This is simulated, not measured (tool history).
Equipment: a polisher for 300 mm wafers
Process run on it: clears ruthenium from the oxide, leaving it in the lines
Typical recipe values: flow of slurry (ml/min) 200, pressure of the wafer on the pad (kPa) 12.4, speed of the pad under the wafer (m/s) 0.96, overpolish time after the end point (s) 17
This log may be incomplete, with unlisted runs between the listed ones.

run	hour	flow of slurry (ml/min)	pressure of the wafer on the pad (kPa)	speed of the pad under the wafer (m/s)	overpolish time after the end point (s)	incoming thickness of the incoming film, nm	time until the end point was called (s)
1	0	200	12.4	0.96	17	80.1	81.3
2	66.3	200	12.4	0.96	17	79.1	80.9
3	142.1	200	15.2	0.7	17	79.8	85.7
4	210.6	200	15.2	0.7	17	79.3	86.5
# hour 225.3: worn pad replaced by a new one
5	311.9	200	15.2	0.7	17	80	87.9
# hour 348.1: slurry nozzle cleaned
6	413.1	200	12.4	0.96	17	80.4	87.9
# hour 466: head pressure recalibrated
# hour 505.1: worn pad replaced by a new one
7	505.6	200	12.4	0.96	17	81.7	80
8	547.6	200	12.4	0.96	17	79.9	81.1
9	636.5	200	12.4	0.96	17	80.4	79.6
10	686.9	200	12.4	0.96	17	81.2	81.9
11	766.1	255	12.4	0.74	26	79.7	98.5
# hour 813.4: worn pad replaced by a new one
12	1009.2	200	12.4	0.96	17	79	83.6
# hour 1092.8: head pressure recalibrated
13	1093.7	175	10.3	0.74	9	79.6	117.4
# hour 1102.4: worn pad replaced by a new one
# hour 1102.8: slurry nozzle cleaned
14	1136.2	200	12.4	0.96	17	79.4	79.7
15	1211.5	165	15.9	1.26	13	78.8	49.9
16	1300.7	235	12.4	0.96	17	78.9	77.7
17	1341	135	12.4	1.08	17	79.9	77.3
18	1382.1	200	12.4	0.68	8	78.6	103.2
19	1424.9	200	12.4	0.96	14	80.4	81.6
# hour 1463.8: worn pad replaced by a new one
20	1499.8	200	9	1.1	14	79.5	100.9
21	1599.1	200	12.4	1.3	23	79	64

Measured less the same run without the tool's hidden state. The same run-to-run variation is in both; the gauge's scatter may not be:
Hidden conditions of the tool in this case: removal rate lost through wear of the pad, %; slurry flow missing at the pad, %; deviation of the head's pressure from its setpoint, %.
run	time until the end point was called (s)
1	+1.9
2	+2.5
3	+3.6
4	+4.8
5	+7
6	+9.6
7	+1
8	+1.1
9	+1.6
10	+2.1
11	+3.6
12	+7.9
13	+0.9
14	+0.6
15	+0.6
16	+1.6
17	+1.9
18	+3.2
19	+3.1
20	+5.4
21	+5.1

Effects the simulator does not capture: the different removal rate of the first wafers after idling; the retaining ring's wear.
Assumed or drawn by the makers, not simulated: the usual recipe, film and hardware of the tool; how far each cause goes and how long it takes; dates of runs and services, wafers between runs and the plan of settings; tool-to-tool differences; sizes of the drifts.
